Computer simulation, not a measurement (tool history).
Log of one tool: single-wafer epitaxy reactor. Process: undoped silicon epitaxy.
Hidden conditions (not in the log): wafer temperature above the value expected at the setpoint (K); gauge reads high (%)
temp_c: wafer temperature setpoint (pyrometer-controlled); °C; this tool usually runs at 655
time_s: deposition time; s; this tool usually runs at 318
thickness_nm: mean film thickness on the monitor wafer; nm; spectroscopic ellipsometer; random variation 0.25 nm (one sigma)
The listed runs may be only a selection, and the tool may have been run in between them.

run    hour  temp_c  time_s  wafers since the last listed run  hours since the last pyrometer calibration  hours since the gauge calibration  read-back reference wafer on the same gauge, thickness_nm  thickness_nm
  1     0.0     655     318                                 0                                       651.9                             1887.6                                                     67.776        57.010
  2   103.3     655     318                               432                                       755.2                             1990.9                                                     67.779        57.446
  3   189.1     655     318                               359                                       841.0                             2076.7                                                     67.794        57.262
  4   253.2     655     318                               268                                       905.1                             2140.8                                                     67.782        57.350
  5   314.0     652     318                               254                                       965.9                             2201.6                                                     67.870        53.494
  6   490.9     652     318                               740                                      1142.8                             2378.5                                                     67.817        53.265
  7   568.6     652     318                               325                                      1220.5                             2456.2                                                     67.808        53.194
  8   676.6     655     318                               452                                      1328.5                             2564.2                                                     67.733        57.094
  9   743.6     655     318                               280                                      1395.5                             2631.2                                                     67.879        56.563
 10   801.9     655     318                               244                                      1453.8                             2689.5                                                     67.880        56.917
 11   884.7     655     318                               346                                      1536.6                             2772.3                                                     67.686        57.079
 12   941.8     655     318                               239                                      1593.7                             2829.4                                                     67.744        56.934
 13   985.3     655     318                               182                                      1637.2                             2872.9                                                     67.961        56.500
 14  1024.4     655     318                               163                                      1676.3                             2912.0                                                     67.774        56.995
 15  1130.0     661     318                               442                                      1781.9                             3017.6                                                     67.805        64.061
 16  1168.9     661     318                               162                                      1820.8                             3056.5                                                     67.784        64.299
 17  1220.5     661     318                               215                                      1872.4                             3108.1                                                     67.884        63.871
 18  1289.6     648     318                               289                                      1941.5                             3177.2                                                     67.845        49.100
 19  1386.8     648     318                               406                                      2038.7                             3274.4                                                     67.738        49.138
 20  1456.6     648     318                               292                                      2108.5                             3344.2                                                     67.724        48.912
 21  1525.1     655     302                               286                                      2177.0                             3412.7                                                     67.684        53.654
 22  1835.9     655     302                              1301                                      2487.8                             3723.5                                                     67.771        53.865
 23  1899.0     647     289                               264                                      2550.9                             3786.6                                                     67.829        43.896
 24  1978.1     655     318                               331                                      2630.0                             3865.7                                                     67.791        56.865
 25  2194.7     648     348                               906                                      2846.6                             4082.3                                                     67.757        53.264
 26  2264.1     655     318                               290                                      2916.0                             4151.7                                                     67.802        56.950
 27  2361.5     641     260                               407                                      3013.4                             4249.1                                                     67.799        34.816
     2444.7  -- pyrometer calibrated
 28  2445.2     651     318                               316                                         0.5                             4332.8                                                     67.929        53.383
 29  2513.4     647     286                               285                                        68.7                             4401.0                                                     67.907        44.422
 30  2611.4     668     352                               410                                       166.7                             4499.0                                                     67.884        83.545
 31  2671.3     670     372                               250                                       226.6                             4558.9                                                     67.927        90.976
 32  2751.9     667     370                               337                                       307.2                             4639.5                                                     67.909        86.171
 33  2835.5     655     362                               349                                       390.8                             4723.1                                                     67.762        65.783
     2841.2  -- gauge calibrated
 34  2930.7     646     318                               398                                       486.0                               89.5                                                     67.720        47.776
 35  2977.0     655     318                               193                                       532.3                              135.8                                                     67.761        57.480
 36  3044.6     655     318                               282                                       599.9                              203.4                                                     67.809        57.667
 37  3139.0     642     346                               395                                       694.3                              297.8                                                     67.838        47.860
 38  3183.5     644     373                               186                                       738.8                              342.3                                                     67.808        53.724
 39  3231.9     647     291                               202                                       787.2                              390.7                                                     67.687        44.492
 40  3282.0     655     318                               209                                       837.3                              440.8                                                     67.912        57.026
 41  3323.3     663     357                               172                                       878.6                              482.1                                                     67.788        75.830
 42  3383.9     668     337                               253                                       939.2                              542.7                                                     67.803        78.980
 43  3446.6     648     352                               262                                      1001.9                              605.4                                                     67.740        55.015
 44  3506.2     650     359                               249                                      1061.5                              665.0                                                     67.768        58.410
 45  3549.4     649     295                               180                                      1104.7                              708.2                                                     67.727        46.642
 46  3607.6     648     260                               243                                      1162.9                              766.4                                                     67.781        40.507
 47  3666.3     651     318                               245                                      1221.6                              825.1                                                     67.806        52.223

Hidden condition of the tool, last listed run before each entry between runs versus first listed run after:
From run 27 to run 28: pyrometer calibrated (hour 2444.7)
  wafer temperature above the value expected at the setpoint (K): -1.31 -> 0.097
  what was measured, less what the result would be without the hidden state, thickness_nm: -0.977 -> +0.107 nm
From run 33 to run 34: gauge calibrated (hour 2841.2)
  wafer temperature above the value expected at the setpoint (K): -0.356 -> -0.44
  what was measured, less what the result would be without the hidden state, thickness_nm: -0.481 -> -0.442 nm
